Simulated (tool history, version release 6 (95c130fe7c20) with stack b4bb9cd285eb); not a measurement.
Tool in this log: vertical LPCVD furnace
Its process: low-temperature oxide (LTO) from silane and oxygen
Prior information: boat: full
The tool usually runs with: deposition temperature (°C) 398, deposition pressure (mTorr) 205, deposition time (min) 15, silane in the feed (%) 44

run	day	deposition temperature (°C)	deposition pressure (mTorr)	deposition time (min)	silane in the feed (%)	wafers since the last listed run	hours since the last temperature calibration	hours since the pressure gauge was zeroed	hours since the silane flow controller was replaced	hours since the gauge calibration	read-back reference wafer on the same gauge, thickness	film thickness on the monitor wafer in the middle of the boat (Å)
1	0.000	398	205	15	44	0	3388.9	2088.8	6316.3	90.2	128.68	1259.2
2	1.425	398	205	15	44	797	3423.1	2123.0	6350.5	124.4	129.25	1260.2
3	3.892	404	205	15	44	1379	3482.3	2182.2	6409.7	183.6	129.65	1345.6
4	5.479	404	205	15	44	888	3520.4	2220.3	6447.8	221.7	129.53	1345.7
5	7.125	398	205	15	44	920	3559.9	2259.8	6487.3	261.2	129.81	1270.2
6	9.950	398	205	15	44	1580	3627.7	2327.6	6555.1	329.0	130.31	1262.5
7	11.962	398	205	15	44	1125	3676.0	2375.9	6603.4	377.3	130.61	1275.5
# day 19.738: pressure gauge zeroed
8	20.125	398	205	15	44	4006	3871.9	9.3	6799.3	573.2	131.18	1275.1
9	22.738	403	205	15	44	1461	3934.6	72.0	6862.0	635.9	131.15	1342.8
# day 24.400: silane flow controller replaced
10	24.421	398	205	13	44	382	3975.0	112.4	0.5	676.3	131.19	1109.9
11	25.867	398	205	13	44	808	4009.7	147.1	35.2	711.0	131.48	1108.4
12	27.588	398	205	13	44	962	4051.0	188.4	76.5	752.3	131.04	1114.7
# day 28.767: gauge calibrated
13	30.088	398	205	15	44	1398	4111.0	248.4	136.5	31.7	128.74	1249.9
14	31.592	404	255	10	37	841	4147.1	284.5	172.6	67.8	128.97	910.1
15	33.821	392	205	15	44	1246	4200.6	338.0	226.1	121.3	129.62	1196.9
# day 35.825: thermocouples replaced and temperature profile calibrated
16	36.008	398	180	10	44	664	4.4	390.5	278.6	173.8	130.05	738.7
17	37.388	398	205	15	44	771	37.5	423.6	311.7	206.9	130.60	1279.2
18	39.104	401	205	15	44	960	78.7	464.8	352.9	248.1	130.68	1308.7
19	40.788	402	205	15	48	941	119.1	505.2	393.3	288.5	131.25	1457.6
20	43.079	404	205	15	44	1281	174.1	560.2	448.3	343.5	131.42	1359.3
21	45.054	398	180	10	44	1104	221.5	607.6	495.7	390.9	131.58	751.8
22	46.938	398	225	15	48	1053	266.7	652.8	540.9	436.1	131.88	1533.9
23	49.617	405	205	15	50	1498	331.0	717.1	605.2	500.4	132.13	1559.8
24	51.804	398	180	10	44	1223	383.5	769.6	657.7	552.9	131.99	750.8
25	54.729	398	155	10	48	1636	453.7	839.8	727.9	623.1	132.31	708.1

Branching from run 25: 5 alternative next runs. What would each branch give?
A	54.867	398	205	15	44	76	457.0	843.1	731.2	626.4	?	?
B	54.867	398	205	15	39	76	457.0	843.1	731.2	626.4	?	?
C	54.867	398	205	15	40	76	457.0	843.1	731.2	626.4	?	?
D	54.867	404	220	15	37	76	457.0	843.1	731.2	626.4	?	?
E	54.867	407	205	15	44	76	457.0	843.1	731.2	626.4	?	?

run	read-back reference wafer on the same gauge, thickness	film thickness on the monitor wafer in the middle of the boat (Å)
A	132.09	1288.3
B	132.09	1121.3
C	132.09	1156.3
D	132.09	1204.9
E	132.09	1417.0
Without the tool's hidden state the same runs would have given:
run	film thickness on the monitor wafer in the middle of the boat (Å)
A	1248.0
B	1086.3
C	1120.2
D	1167.2
E	1372.7

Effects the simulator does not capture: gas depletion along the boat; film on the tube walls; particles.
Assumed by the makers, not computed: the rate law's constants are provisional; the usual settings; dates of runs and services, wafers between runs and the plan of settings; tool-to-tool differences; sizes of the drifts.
